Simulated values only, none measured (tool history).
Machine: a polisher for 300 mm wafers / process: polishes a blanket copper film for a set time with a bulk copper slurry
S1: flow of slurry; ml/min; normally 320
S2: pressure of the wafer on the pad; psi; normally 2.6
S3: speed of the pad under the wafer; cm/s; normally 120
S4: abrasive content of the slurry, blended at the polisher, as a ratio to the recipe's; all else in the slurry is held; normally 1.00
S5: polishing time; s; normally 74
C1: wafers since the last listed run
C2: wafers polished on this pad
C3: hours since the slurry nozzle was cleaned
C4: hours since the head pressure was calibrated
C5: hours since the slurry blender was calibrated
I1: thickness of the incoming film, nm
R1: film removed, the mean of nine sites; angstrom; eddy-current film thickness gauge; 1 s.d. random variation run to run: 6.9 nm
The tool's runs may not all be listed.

run    hour   S1   S2   S3    S4  S5    C1    C2     C3     C4     C5      I1     R1
  1     0.0  320  2.6  120  1.00  74     0  2464   14.7  301.8   38.6  3590.0   6364
  2    46.0  320  2.6  120  1.00  74   566  3031   60.7  347.8   84.6  3641.6   6170
      126.1  -- worn pad replaced by a new one
  3   232.8  320  2.6  130  1.00  74  2250  1314  247.5  534.6  271.4  3615.9   6859
  4   277.3  320  2.6  130  1.00  74   547  1862  292.0  579.1  315.9  3605.3   7048
      280.7  -- slurry blender recalibrated
  5   332.7  320  2.6  130  1.00  74   657  2519  347.4  634.5   52.0  3660.5   6866
  6   377.9  320  2.6  120  1.00  74   556  3076  392.6  679.7   97.2  3622.2   6217
  7   419.9  320  2.6  120  1.00  74   517  3593  434.6  721.7  139.2  3663.1   6015
      424.2  -- worn pad replaced by a new one
  8   472.6  320  2.6  120  1.00  74   599   596  487.3  774.4  191.9  3571.5   6501
  9   535.7  320  2.6  134  1.00  74   776  1373  550.4  837.5  255.0  3678.0   7090
 10   569.2  320  2.6  120  1.00  74   412  1785  583.9  871.0  288.5  3689.3   6433
      592.3  -- slurry blender recalibrated
 11   634.2  320  2.6  120  1.00  74   775  2561  648.9  936.0   41.9  3596.2   6175
      666.8  -- head pressure recalibrated
 12   685.8  320  2.6  120  1.00  74   610  3172  700.5   19.0   93.5  3643.2   6062
      717.4  -- worn pad replaced by a new one
 13   733.0  320  2.6  120  1.00  74   531   192  747.7   66.2  140.7  3633.5   6544
 14   792.7  320  2.6  120  1.00  74   735   927  807.4  125.9  200.4  3676.7   6434
 15   829.7  225  2.6  136  1.00  99   455  1382  844.4  162.9  237.4  3632.9   9339
 16   857.7  275  2.6  120  1.00  74   344  1727  872.4  190.9  265.4  3704.6   6261
 17   890.5  320  1.9  120  1.10  74   403  2131  905.2  223.7  298.2  3641.6   4697
      924.8  -- slurry nozzle cleaned
 18   938.6  320  2.6  120  1.00  74   579  2711   13.8  271.8  346.3  3724.3   6125
      943.0  -- slurry blender recalibrated
 19   985.7  365  3.0  120  1.00  74   555  3266   60.9  318.9   42.7  3596.4   6992
     1032.3  -- worn pad replaced by a new one
 20  1032.8  260  3.5  120  1.15  90   530     5  108.0  366.0   89.8  3583.6  10863
 21  1074.7  320  2.6   94  1.00  74   515   521  149.9  407.9  131.7  3653.7   5230
 22  1141.8  320  2.6  120  1.00  50   826  1347  217.0  475.0  198.8  3678.0   4338
 23  1200.5  320  2.6  120  1.00  74   722  2070  275.7  533.7  257.5  3676.9   6307
 24  1231.7  320  2.6  120  1.00  74   384  2454  306.9  564.9  288.7  3599.3   6367
     1276.3  -- slurry blender recalibrated
 25  1276.8  320  2.6  120  1.00  74   530  2985  352.0  610.0    0.5  3653.9   6141
     1320.6  -- worn pad replaced by a new one
 26  1345.1  250  2.6  120  1.00  67   791   301  420.3  678.3   68.8  3650.7   5684

What does the tool deliver on the next run?
 27  1413.5  285  2.6  120  0.85  74  842  1143  488.7  746.7  137.2  3671.1   ?

{"run 27": {"R1": 6224}}
Minus the tool's unlogged condition, the same run would have read R1 6302 angstrom.
